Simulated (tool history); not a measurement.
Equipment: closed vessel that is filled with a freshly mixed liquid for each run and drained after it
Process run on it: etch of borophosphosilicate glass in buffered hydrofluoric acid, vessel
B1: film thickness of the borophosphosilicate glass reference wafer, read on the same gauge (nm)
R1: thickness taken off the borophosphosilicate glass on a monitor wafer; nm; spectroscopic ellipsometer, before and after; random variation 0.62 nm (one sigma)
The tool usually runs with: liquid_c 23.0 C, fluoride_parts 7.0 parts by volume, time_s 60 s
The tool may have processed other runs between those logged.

run 1 hour=0.0 | liquid_c=23.0 fluoride_parts=7.0 time_s=60 | B1=150.03 | R1=162.78
run 2 hour=27.3 | liquid_c=23.0 fluoride_parts=7.0 time_s=60 | B1=149.99 | R1=162.29
run 3 hour=45.4 | liquid_c=23.0 fluoride_parts=7.0 time_s=60 | B1=149.99 | R1=163.61
run 4 hour=66.8 | liquid_c=23.0 fluoride_parts=7.0 time_s=35 | B1=150.01 | R1=95.79
run 5 hour=94.2 | liquid_c=23.0 fluoride_parts=7.0 time_s=35 | B1=150.01 | R1=96.21
-- hour=119.6 hydrofluoric acid flow meter replaced
run 6 hour=128.0 | liquid_c=23.0 fluoride_parts=7.0 time_s=35 | B1=150.02 | R1=86.65
-- hour=206.9 thermometer replaced
run 7 hour=213.2 | liquid_c=23.0 fluoride_parts=7.0 time_s=60 | B1=150.00 | R1=148.09
run 8 hour=243.8 | liquid_c=19.5 fluoride_parts=7.0 time_s=80 | B1=150.01 | R1=164.90
run 9 hour=258.0 | liquid_c=23.0 fluoride_parts=5.0 time_s=60 | B1=149.98 | R1=204.03
-- hour=275.0 gauge calibrated
run 10 hour=285.4 | liquid_c=23.0 fluoride_parts=7.0 time_s=60 | B1=150.01 | R1=148.66
run 11 hour=318.3 | liquid_c=23.0 fluoride_parts=7.0 time_s=60 | B1=150.02 | R1=150.67
run 12 hour=343.5 | liquid_c=23.0 fluoride_parts=7.0 time_s=70 | B1=150.01 | R1=176.83
run 13 hour=359.7 | liquid_c=20.0 fluoride_parts=5.0 time_s=60 | B1=150.02 | R1=172.76
run 14 hour=372.2 | liquid_c=21.0 fluoride_parts=7.0 time_s=60 | B1=150.00 | R1=136.00
run 15 hour=389.0 | liquid_c=23.0 fluoride_parts=5.5 time_s=60 | B1=150.00 | R1=187.59

The logged runs with the hidden state left out (each run's random variation unchanged):
The tool's hidden condition here consists of: liquid colder than its thermometer reads (K); hydrofluoric acid flow above the setpoint (%); gauge reads high (%).
run=1 R1=144.80
run=2 R1=144.09
run=3 R1=145.10
run=4 R1=84.83
run=5 R1=85.05
run=6 R1=84.91
run=7 R1=144.19
run=8 R1=160.18
run=9 R1=197.41
run=10 R1=143.99
run=11 R1=145.57
run=12 R1=170.53
run=13 R1=165.74
run=14 R1=130.89
run=15 R1=180.42
